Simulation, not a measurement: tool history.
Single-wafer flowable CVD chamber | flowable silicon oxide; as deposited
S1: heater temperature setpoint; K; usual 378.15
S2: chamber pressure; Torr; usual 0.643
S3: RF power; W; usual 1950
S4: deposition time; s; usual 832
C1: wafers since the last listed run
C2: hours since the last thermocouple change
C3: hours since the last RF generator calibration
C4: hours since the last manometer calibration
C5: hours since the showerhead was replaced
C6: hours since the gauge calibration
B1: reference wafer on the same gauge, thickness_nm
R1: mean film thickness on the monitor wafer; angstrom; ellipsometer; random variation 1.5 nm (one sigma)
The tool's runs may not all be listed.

{"run": 1, "hour": 0.0, "S1": 378.15, "S2": 0.643, "S3": 1950, "S4": 832, "C1": 0, "C2": 915.5, "C3": 388.8, "C4": 1128.3, "C5": 2617.4, "C6": 1008.3, "B1": 296.881, "R1": 3317.37}
{"run": 2, "hour": 72.0, "S1": 378.15, "S2": 0.643, "S3": 1950, "S4": 832, "C1": 216, "C2": 987.5, "C3": 460.8, "C4": 1200.3, "C5": 2689.4, "C6": 1080.3, "B1": 297.191, "R1": 3325.7}
{"run": 3, "hour": 145.1, "S1": 378.15, "S2": 0.643, "S3": 1950, "S4": 832, "C1": 219, "C2": 1060.6, "C3": 533.9, "C4": 1273.4, "C5": 2762.5, "C6": 1153.4, "B1": 297.084, "R1": 3320.44}
{"run": 4, "hour": 187.1, "S1": 378.15, "S2": 0.643, "S3": 1950, "S4": 832, "C1": 126, "C2": 1102.6, "C3": 575.9, "C4": 1315.4, "C5": 2804.5, "C6": 1195.4, "B1": 297.035, "R1": 3315.92}
{"run": 5, "hour": 253.2, "S1": 378.15, "S2": 0.643, "S3": 2080, "S4": 832, "C1": 198, "C2": 1168.7, "C3": 642, "C4": 1381.5, "C5": 2870.6, "C6": 1261.5, "B1": 296.838, "R1": 3404.33}
{"run": 6, "hour": 291.0, "S1": 378.15, "S2": 0.643, "S3": 2080, "S4": 832, "C1": 113, "C2": 1206.5, "C3": 679.8, "C4": 1419.3, "C5": 2908.4, "C6": 1299.3, "B1": 297.041, "R1": 3402.89}
{"run": 7, "hour": 361.1, "S1": 378.15, "S2": 0.643, "S3": 2080, "S4": 832, "C1": 210, "C2": 1276.6, "C3": 749.9, "C4": 1489.4, "C5": 2978.5, "C6": 1369.4, "B1": 297.622, "R1": 3403.29}
{"run": 8, "hour": 417.5, "S1": 385.15, "S2": 0.643, "S3": 1950, "S4": 832, "C1": 169, "C2": 1333, "C3": 806.3, "C4": 1545.8, "C5": 3034.9, "C6": 1425.8, "B1": 296.615, "R1": 2568.58}
{"run": 9, "hour": 649.6, "S1": 385.15, "S2": 0.643, "S3": 1950, "S4": 832, "C1": 697, "C2": 1565.1, "C3": 1038.4, "C4": 1777.9, "C5": 3267, "C6": 1657.9, "B1": 296.687, "R1": 2550.55}
{"hour": 739.3, "done": "gauge calibrated"}
{"run": 10, "hour": 752.7, "S1": 385.15, "S2": 0.643, "S3": 1950, "S4": 832, "C1": 309, "C2": 1668.2, "C3": 1141.5, "C4": 1881, "C5": 3370.1, "C6": 13.4, "B1": 296.559, "R1": 2578.12}
{"run": 11, "hour": 802.7, "S1": 383.15, "S2": 0.643, "S3": 1950, "S4": 832, "C1": 150, "C2": 1718.2, "C3": 1191.5, "C4": 1931, "C5": 3420.1, "C6": 63.4, "B1": 297.025, "R1": 2785.48}
{"run": 12, "hour": 847.0, "S1": 392.15, "S2": 0.552, "S3": 1950, "S4": 980, "C1": 133, "C2": 1762.5, "C3": 1235.8, "C4": 1975.3, "C5": 3464.4, "C6": 107.7, "B1": 296.749, "R1": 2081.62}
{"hour": 896.5, "done": "showerhead replaced"}
{"run": 13, "hour": 906.3, "S1": 378.15, "S2": 0.643, "S3": 1950, "S4": 832, "C1": 154, "C2": 1821.8, "C3": 1295.1, "C4": 2034.6, "C5": 9.8, "C6": 167, "B1": 296.757, "R1": 3357.39}
{"run": 14, "hour": 1004.0, "S1": 385.15, "S2": 0.643, "S3": 2075, "S4": 832, "C1": 293, "C2": 1919.5, "C3": 1392.8, "C4": 2132.3, "C5": 107.5, "C6": 264.7, "B1": 296.97, "R1": 2624.03}
{"hour": 1051.8, "done": "capacitance manometer re-zeroed and calibrated"}
{"run": 15, "hour": 1057.3, "S1": 372.15, "S2": 0.643, "S3": 2050, "S4": 975, "C1": 136, "C2": 1972.8, "C3": 1446.1, "C4": 5.5, "C5": 160.8, "C6": 318, "B1": 297.517, "R1": 5015.78}
{"hour": 1076.0, "done": "RF generator calibrated"}
{"run": 16, "hour": 1097.7, "S1": 378.15, "S2": 0.643, "S3": 1770, "S4": 694, "C1": 97, "C2": 2013.2, "C3": 21.7, "C4": 45.9, "C5": 201.2, "C6": 358.4, "B1": 296.841, "R1": 2682.39}
{"hour": 1170.0, "done": "thermocouple changed; heater temperature recalibrated"}
{"run": 17, "hour": 1174.5, "S1": 367.15, "S2": 0.496, "S3": 1800, "S4": 832, "C1": 206, "C2": 4.5, "C3": 98.5, "C4": 122.7, "C5": 278, "C6": 435.2, "B1": 297.203, "R1": 3721.61}
{"run": 18, "hour": 1227.6, "S1": 378.15, "S2": 0.751, "S3": 1950, "S4": 832, "C1": 159, "C2": 57.6, "C3": 151.6, "C4": 175.8, "C5": 331.1, "C6": 488.3, "B1": 296.845, "R1": 3681.1}
{"run": 19, "hour": 1326.9, "S1": 384.15, "S2": 0.581, "S3": 1950, "S4": 832, "C1": 298, "C2": 156.9, "C3": 250.9, "C4": 275.1, "C5": 430.4, "C6": 587.6, "B1": 297.23, "R1": 2346.87}
{"run": 20, "hour": 1411.5, "S1": 378.15, "S2": 0.643, "S3": 1950, "S4": 832, "C1": 254, "C2": 241.5, "C3": 335.5, "C4": 359.7, "C5": 515, "C6": 672.2, "B1": 296.706, "R1": 3263.96}
{"run": 21, "hour": 1517.7, "S1": 370.15, "S2": 0.51, "S3": 2060, "S4": 875, "C1": 319, "C2": 347.7, "C3": 441.7, "C4": 465.9, "C5": 621.2, "C6": 778.4, "B1": 297.03, "R1": 3840.12}
{"run": 22, "hour": 1625.2, "S1": 378.15, "S2": 0.643, "S3": 2255, "S4": 947, "C1": 322, "C2": 455.2, "C3": 549.2, "C4": 573.4, "C5": 728.7, "C6": 885.9, "B1": 296.273, "R1": 3887.88}
{"run": 23, "hour": 1684.3, "S1": 378.15, "S2": 0.643, "S3": 1950, "S4": 740, "C1": 177, "C2": 514.3, "C3": 608.3, "C4": 632.5, "C5": 787.8, "C6": 945, "B1": 296.774, "R1": 2910.91}

Forecast each of these 5 alternatives for the next run:
{"run": "A", "hour": 1684.9, "S1": 378.15, "S2": 0.556, "S3": 1950, "S4": 832, "C1": 1, "C2": 514.9, "C3": 608.9, "C4": 633.1, "C5": 788.4, "C6": 945.6, "B1": "?", "R1": "?"}
{"run": "B", "hour": 1684.9, "S1": 365.15, "S2": 0.769, "S3": 1950, "S4": 832, "C1": 1, "C2": 514.9, "C3": 608.9, "C4": 633.1, "C5": 788.4, "C6": 945.6, "B1": "?", "R1": "?"}
{"run": "C", "hour": 1684.9, "S1": 378.15, "S2": 0.703, "S3": 1950, "S4": 832, "C1": 1, "C2": 514.9, "C3": 608.9, "C4": 633.1, "C5": 788.4, "C6": 945.6, "B1": "?", "R1": "?"}
{"run": "D", "hour": 1684.9, "S1": 384.15, "S2": 0.598, "S3": 1950, "S4": 885, "C1": 1, "C2": 514.9, "C3": 608.9, "C4": 633.1, "C5": 788.4, "C6": 945.6, "B1": "?", "R1": "?"}
{"run": "E", "hour": 1684.9, "S1": 387.15, "S2": 0.527, "S3": 2290, "S4": 972, "C1": 1, "C2": 514.9, "C3": 608.9, "C4": 633.1, "C5": 788.4, "C6": 945.6, "B1": "?", "R1": "?"}

run=A B1=297.019 R1=2870.1
run=B B1=297.019 R1=6299.91
run=C B1=297.019 R1=3539.96
run=D B1=297.019 R1=2605.14
run=E B1=297.019 R1=2404.09
Without the tool's hidden state the same runs would have given:
run=A R1=2815.74
run=B R1=6190.1
run=C R1=3472.91
run=D R1=2558.7
run=E R1=2361.98
